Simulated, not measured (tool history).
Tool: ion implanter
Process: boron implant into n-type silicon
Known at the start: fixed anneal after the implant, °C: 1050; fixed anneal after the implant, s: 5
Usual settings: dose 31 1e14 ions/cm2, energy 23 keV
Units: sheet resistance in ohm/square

run	hour	dose	energy	read-back reference wafer on the same gauge, sheet resistance	sheet resistance
1	0	31	23	55.48	51.2
2	58.2	31	23	55.5	51.1
3	83.9	31	23	55.49	51.54
4	151.4	23.62	23	55.51	58.52
5	212.3	23.62	23	55.51	59.08
6	261.3	31	23	55.56	51.59
7	306.2	31	28.5	55.57	48.53
8	358.6	31	23	55.52	51.75
9	406.1	31	23	55.48	52.12
10	463.3	31	23	55.51	51.84
11	488.4	31	23	55.54	51.71
12	531	31	28	55.46	48.77
# hour 589.3: Faraday cup replaced and dose calibrated
13	591.5	31	23	55.47	51.17
14	648.4	31	23	55.46	51.54
15	690.2	31	23	55.51	51.84
# hour 708.9: gauge calibrated
16	737.5	31	23	55.49	51.64
17	763.7	31	23	55.53	52.14
18	805.3	38.45	23	55.53	48.6
19	871.4	31	19	55.51	55.68
20	911.4	37.53	15.5	55.46	59.17
21	971.8	35.87	16	55.47	59.13
22	1033.1	34.11	18	55.49	56.17
23	1092.4	37.16	23	55.52	49.04
# hour 1110.7: Faraday cup replaced and dose calibrated
24	1126.5	25.64	30.5	55.48	51.54
25	1170.6	36.15	30	55.52	43.79
26	1216.9	31	30	55.52	47.18
27	1288.6	36.87	17	55.49	56.63
# hour 1308.1: extraction supply calibrated
28	1315.4	31	16	55.53	60.68

Run 29 comes next. What will it give?
29	1351.9	31	23	?	?

Run 29 gave read-back reference wafer on the same gauge, sheet resistance 55.44, sheet resistance 51.62 ohm/square.
Without the tool's hidden state the same run would have given sheet resistance 50.88 ohm/square.

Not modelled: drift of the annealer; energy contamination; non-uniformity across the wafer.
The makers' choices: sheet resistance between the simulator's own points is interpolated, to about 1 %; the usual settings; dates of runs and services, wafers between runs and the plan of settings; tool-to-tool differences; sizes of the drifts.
